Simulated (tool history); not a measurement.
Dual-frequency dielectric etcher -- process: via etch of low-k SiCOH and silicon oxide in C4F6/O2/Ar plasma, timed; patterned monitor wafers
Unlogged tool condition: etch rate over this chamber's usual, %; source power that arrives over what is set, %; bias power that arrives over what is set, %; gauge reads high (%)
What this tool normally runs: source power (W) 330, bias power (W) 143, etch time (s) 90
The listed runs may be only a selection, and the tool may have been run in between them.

run,day,source power (W),bias power (W),etch time (s),wafers since the last listed run,hours since the last wet clean,hours since the last source power generator calibration,hours since the last bias power generator calibration,hours since the last upper electrode change,hours since the gauge calibration,"read-back reference wafer on the same gauge, depth_nm",mean etch depth across the wafer (nm)
1,0.000,330,143,90,0,62.1,4144.4,917.8,2466.6,329.7,261.2,238.3
2,3.962,330,143,90,618,157.2,4239.5,1012.9,2561.7,424.8,260.9,238.3
3,8.367,370,120,90,687,262.9,4345.2,1118.6,2667.4,530.5,261.1,242.6
# day 15.117: wet clean of the chamber
4,17.279,370,120,90,1234,51.9,4559.1,1332.5,2881.3,744.4,261.1,239.4
5,22.092,370,120,90,750,167.4,4674.6,1448.0,2996.8,859.9,261.2,241.9
6,23.921,330,143,90,285,211.3,4718.5,1491.9,3040.7,903.8,260.9,241.3
7,26.125,330,143,90,343,264.2,4771.4,1544.8,3093.6,956.7,260.7,242.4
# day 29.400: upper electrode replaced
# day 31.725: wet clean of the chamber
8,34.288,330,143,90,961,61.5,4967.3,1740.7,117.3,1152.6,261.3,238.4
# day 36.529: source power generator calibrated
9,38.304,370,143,90,600,157.9,42.6,1837.1,213.7,1249.0,261.2,253.4
# day 40.667: bias power generator calibrated
10,41.850,370,143,90,527,243.0,127.7,28.4,298.8,1334.1,260.7,258.7
# day 44.296: gauge calibrated
11,44.479,330,143,90,410,306.1,190.8,91.5,361.9,4.4,261.2,247.4
# day 47.588: wet clean of the chamber
12,48.558,330,143,90,480,23.3,288.7,189.4,459.8,102.3,261.0,241.0
13,52.912,290,126,105,679,127.8,393.2,293.9,564.3,206.8,260.9,258.4
14,54.612,350,143,76,265,168.6,434.0,334.7,605.1,247.6,260.9,209.5
15,56.188,370,120,90,245,206.4,471.8,372.5,642.9,285.4,261.3,245.5
16,60.642,330,143,90,695,313.3,578.7,479.4,749.8,392.3,260.9,244.8

Predict the results of run 17:
17,62.383,380,131,116,271,355.1,620.5,521.2,791.6,434.1,?,?

read-back reference wafer on the same gauge, depth_nm: 261.1
mean etch depth across the wafer (nm): 329.2
The same run, on a tool lacking any hidden state, would have yielded mean etch depth across the wafer (nm) 321.5.

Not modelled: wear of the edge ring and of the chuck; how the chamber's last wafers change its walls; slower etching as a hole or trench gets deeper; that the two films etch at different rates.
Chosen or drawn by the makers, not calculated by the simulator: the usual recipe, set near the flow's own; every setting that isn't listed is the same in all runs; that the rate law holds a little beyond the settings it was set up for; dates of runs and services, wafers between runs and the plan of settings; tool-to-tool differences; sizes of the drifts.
